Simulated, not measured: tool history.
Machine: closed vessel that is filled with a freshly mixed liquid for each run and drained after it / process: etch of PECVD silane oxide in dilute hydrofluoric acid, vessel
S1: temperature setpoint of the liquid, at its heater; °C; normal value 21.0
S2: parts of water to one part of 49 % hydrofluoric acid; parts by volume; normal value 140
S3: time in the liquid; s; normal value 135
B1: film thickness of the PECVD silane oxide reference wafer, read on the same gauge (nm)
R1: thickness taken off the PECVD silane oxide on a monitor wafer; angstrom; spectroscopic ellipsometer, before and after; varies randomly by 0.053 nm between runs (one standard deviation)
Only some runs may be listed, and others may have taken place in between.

run	hour	S1	S2	S3	B1	R1
1	0.0	21.0	140	135	80.00	117.3
2	23.0	21.0	140	135	80.00	116.9
3	78.2	21.0	140	135	79.95	118.6
4	97.2	21.0	140	135	80.01	117.9
# hour 103.7: gauge calibrated
5	124.0	21.0	140	135	79.99	117.1
6	146.1	21.0	140	135	80.01	117.7
7	170.2	21.0	140	135	79.98	117.9
8	202.8	21.0	140	135	79.99	119.2
9	236.3	21.0	140	135	80.01	118.1
10	259.1	21.0	140	110	80.03	95.5
11	287.2	21.0	140	110	79.98	95.5
12	314.7	24.0	140	135	80.00	132.7
13	331.0	24.0	140	135	79.97	132.6
14	354.7	21.0	140	135	79.96	118.3
15	377.5	21.0	140	135	80.02	118.1
16	391.1	19.0	185	200	79.98	117.3
# hour 411.2: hydrofluoric acid flow meter replaced
17	418.3	23.5	190	135	79.98	90.3
18	447.6	25.5	195	80	79.99	56.0
# hour 483.3: gauge calibrated
19	495.8	18.0	195	135	79.93	71.2
20	523.7	21.0	140	135	80.01	118.2
# hour 525.2: thermometer replaced
21	557.0	19.0	85	165	80.05	234.8

What does the tool deliver on the next run?
22	583.2	21.0	140	135	?	?

B1: 79.98
R1: 118.2 angstrom
The same run, on a tool lacking any hidden state, would have yielded R1 118.2 angstrom.

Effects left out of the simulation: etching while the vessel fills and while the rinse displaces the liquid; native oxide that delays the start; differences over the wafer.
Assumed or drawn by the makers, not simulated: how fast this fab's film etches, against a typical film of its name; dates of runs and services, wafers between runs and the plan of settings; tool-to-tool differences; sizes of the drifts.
